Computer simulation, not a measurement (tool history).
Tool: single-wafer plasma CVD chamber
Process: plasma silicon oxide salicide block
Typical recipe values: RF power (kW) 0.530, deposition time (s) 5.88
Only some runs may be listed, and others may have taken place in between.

run   hour  RF power (kW)  deposition time (s)  wafers since the last listed run  hours since the last RF generator calibration  hours since the showerhead was replaced  hours since the gauge calibration  read-back reference wafer on the same gauge, thickness_nm  mean film thickness on the monitor wafer (nm)
  1    0.0          0.530                 6.54                                 0                                         2161.8                                   5648.4                              127.8                                                     61.872                                         64.288
  2    9.9          0.530                 6.54                               247                                         2171.7                                   5658.3                              137.7                                                     61.864                                         64.052
  3   21.3          0.530                 5.88                               284                                         2183.1                                   5669.7                              149.1                                                     61.897                                         57.623
  4   39.1          0.590                 5.88                               444                                         2200.9                                   5687.5                              166.9                                                     61.931                                         59.749
  5   55.3          0.590                 5.88                               404                                         2217.1                                   5703.7                              183.1                                                     61.951                                         59.770
  6   65.8          0.530                 5.88                               262                                         2227.6                                   5714.2                              193.6                                                     61.951                                         57.726
  7   76.1          0.530                 5.88                               257                                         2237.9                                   5724.5                              203.9                                                     61.934                                         57.770
  8   86.5          0.485                 6.45                               259                                         2248.3                                   5734.9                              214.3                                                     61.990                                         61.629
     101.9  -- RF generator calibrated
  9  102.4          0.485                 6.45                               197                                            0.5                                   5750.8                              230.2                                                     61.986                                         61.775
 10  108.8          0.485                 6.45                               159                                            6.9                                   5757.2                              236.6                                                     61.987                                         61.551
 11  125.1          0.530                 5.88                               406                                           23.2                                   5773.5                              252.9                                                     61.976                                         57.671
 12  139.9          0.510                 5.88                               369                                           38.0                                   5788.3                              267.7                                                     61.969                                         57.112
 13  151.5          0.475                 4.80                               289                                           49.6                                   5799.9                              279.3                                                     62.001                                         45.490
 14  162.6          0.630                 5.17                               277                                           60.7                                   5811.0                              290.4                                                     61.995                                         53.754
 15  169.0          0.500                 6.78                               159                                           67.1                                   5817.4                              296.8                                                     62.014                                         65.305
     173.6  -- gauge calibrated
     181.0  -- showerhead replaced
 16  183.1          0.530                 5.88                               152                                           81.2                                      2.1                                9.5                                                     61.434                                         57.306
 17  189.2          0.635                 6.39                               152                                           87.3                                      8.2                               15.6                                                     61.464                                         66.001
 18  204.6          0.485                 6.45                               384                                          102.7                                     23.6                               31.0                                                     61.551                                         61.035

Predict the results of run 19:
 19  215.1          0.565                 4.94                               262                                          113.2                                     34.1                               41.5                                                          ?                                              ?

Run 19 yielded read-back reference wafer on the same gauge, thickness_nm 61.609, mean film thickness on the monitor wafer (nm) 49.284.
With no hidden state in the tool, this same run would have given mean film thickness on the monitor wafer (nm) 49.109.
